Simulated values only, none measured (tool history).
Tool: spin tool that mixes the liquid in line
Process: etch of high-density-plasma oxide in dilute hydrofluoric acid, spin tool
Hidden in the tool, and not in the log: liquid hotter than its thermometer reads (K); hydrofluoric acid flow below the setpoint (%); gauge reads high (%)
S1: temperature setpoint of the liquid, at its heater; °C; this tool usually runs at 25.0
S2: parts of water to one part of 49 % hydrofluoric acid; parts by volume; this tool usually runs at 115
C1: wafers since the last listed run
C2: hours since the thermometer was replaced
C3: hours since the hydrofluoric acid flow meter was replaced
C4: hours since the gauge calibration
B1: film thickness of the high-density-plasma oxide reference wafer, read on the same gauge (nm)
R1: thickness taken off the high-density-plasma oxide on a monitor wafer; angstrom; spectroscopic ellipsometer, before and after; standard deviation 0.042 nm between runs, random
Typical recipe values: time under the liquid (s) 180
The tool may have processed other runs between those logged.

Run 1, hour 0.0: usual settings but time under the liquid (s) 205; C1 0; C2 1328.7; C3 2009.6; C4 679.1; B1 59.99. Result: R1 84.3 angstrom.
Run 2, hour 44.5: usual settings but time under the liquid (s) 205; C1 383; C2 1373.2; C3 2054.1; C4 723.6; B1 59.99. Result: R1 83.4 angstrom.
Run 3, hour 200.5: usual settings but time under the liquid (s) 205; C1 1343; C2 1529.2; C3 2210.1; C4 879.6; B1 59.99. Result: R1 83.0 angstrom.
Run 4, hour 237.6: usual settings but S1 28.5 °C, time under the liquid (s) 115; C1 319; C2 1566.3; C3 2247.2; C4 916.7; B1 59.98. Result: R1 52.8 angstrom.
Run 5, hour 293.7: usual settings but S1 28.5 °C, time under the liquid (s) 115; C1 483; C2 1622.4; C3 2303.3; C4 972.8; B1 60.00. Result: R1 52.7 angstrom.
Run 6, hour 355.2: usual settings but S1 28.5 °C, time under the liquid (s) 115; C1 529; C2 1683.9; C3 2364.8; C4 1034.3; B1 60.01. Result: R1 52.3 angstrom.
Run 7, hour 417.5: usual settings but time under the liquid (s) 215; C1 536; C2 1746.2; C3 2427.1; C4 1096.6; B1 60.02. Result: R1 85.5 angstrom.
At hour 429.9: hydrofluoric acid flow meter replaced.
Run 8, hour 464.6: usual settings but time under the liquid (s) 215; C1 397; C2 1793.3; C3 34.7; C4 1143.7; B1 59.97. Result: R1 98.8 angstrom.
At hour 529.6: gauge calibrated.
Run 9, hour 533.6: usual settings but time under the liquid (s) 215; C1 594; C2 1862.3; C3 103.7; C4 4.0; B1 60.00. Result: R1 98.7 angstrom.
Run 10, hour 592.8: usual settings; C1 510; C2 1921.5; C3 162.9; C4 63.2; B1 60.00. Result: R1 82.7 angstrom.
At hour 624.8: thermometer replaced.
Run 11, hour 663.0: usual settings; C1 596; C2 38.2; C3 233.1; C4 133.4; B1 60.01. Result: R1 82.3 angstrom.
Run 12, hour 725.2: usual settings; C1 535; C2 100.4; C3 295.3; C4 195.6; B1 59.98. Result: R1 82.2 angstrom.
Run 13, hour 783.3: usual settings but S1 29.5 °C, S2 145 parts by volume, time under the liquid (s) 240; C1 500; C2 158.5; C3 353.4; C4 253.7; B1 60.01. Result: R1 98.2 angstrom.
Run 14, hour 819.4: usual settings but time under the liquid (s) 210; C1 311; C2 194.6; C3 389.5; C4 289.8; B1 60.00. Result: R1 95.1 angstrom.
Run 15, hour 864.9: usual settings; C1 391; C2 240.1; C3 435.0; C4 335.3; B1 60.01. Result: R1 82.2 angstrom.
Run 16, hour 899.1: usual settings but time under the liquid (s) 210; C1 294; C2 274.3; C3 469.2; C4 369.5; B1 59.98. Result: R1 94.6 angstrom.
Run 17, hour 964.1: usual settings but S2 85 parts by volume; C1 559; C2 339.3; C3 534.2; C4 434.5; B1 60.01. Result: R1 113.9 angstrom.
Run 18, hour 1014.0: usual settings but S1 28.5 °C, S2 60 parts by volume, time under the liquid (s) 140; C1 429; C2 389.2; C3 584.1; C4 484.4; B1 60.00. Result: R1 150.2 angstrom.
Run 19, hour 1054.9: usual settings but time under the liquid (s) 100; C1 352; C2 430.1; C3 625.0; C4 525.3; B1 60.01. Result: R1 44.6 angstrom.
Run 20, hour 1124.7: usual settings but S1 28.5 °C, S2 85 parts by volume, time under the liquid (s) 110; C1 601; C2 499.9; C3 694.8; C4 595.1; B1 60.02. Result: R1 79.3 angstrom.
Run 21, hour 1156.9: usual settings but S1 29.5 °C, S2 160 parts by volume, time under the liquid (s) 90; C1 277; C2 532.1; C3 727.0; C4 627.3; B1 60.02. Result: R1 32.1 angstrom.
Run 22, hour 1184.9: usual settings but S1 21.5 °C, S2 145 parts by volume, time under the liquid (s) 110; C1 241; C2 560.1; C3 755.0; C4 655.3; B1 60.00. Result: R1 32.4 angstrom.

Branching from run 22: 4 alternative next runs. What would each branch give?
Run A, hour 1185.4: usual settings; C1 4; C2 560.6; C3 755.5; C4 655.8; B1 ?. Result: R1 ?.
Run B, hour 1185.4: usual settings but S2 155 parts by volume, time under the liquid (s) 235; C1 4; C2 560.6; C3 755.5; C4 655.8; B1 ?. Result: R1 ?.
Run C, hour 1185.4: usual settings but S1 27.0 °C, S2 155 parts by volume, time under the liquid (s) 150; C1 4; C2 560.6; C3 755.5; C4 655.8; B1 ?. Result: R1 ?.
Run D, hour 1185.4: usual settings but S1 22.5 °C, S2 95 parts by volume, time under the liquid (s) 275; C1 4; C2 560.6; C3 755.5; C4 655.8; B1 ?. Result: R1 ?.

run     B1     R1
  A  59.99   79.2
  B  59.99   73.0
  C  59.99   50.2
  D  59.99  136.1
With the hidden condition removed and each run's random variation left untouched, the same runs would have given:
run     R1
  A   83.0
  B   76.6
  C   52.7
  D  142.4
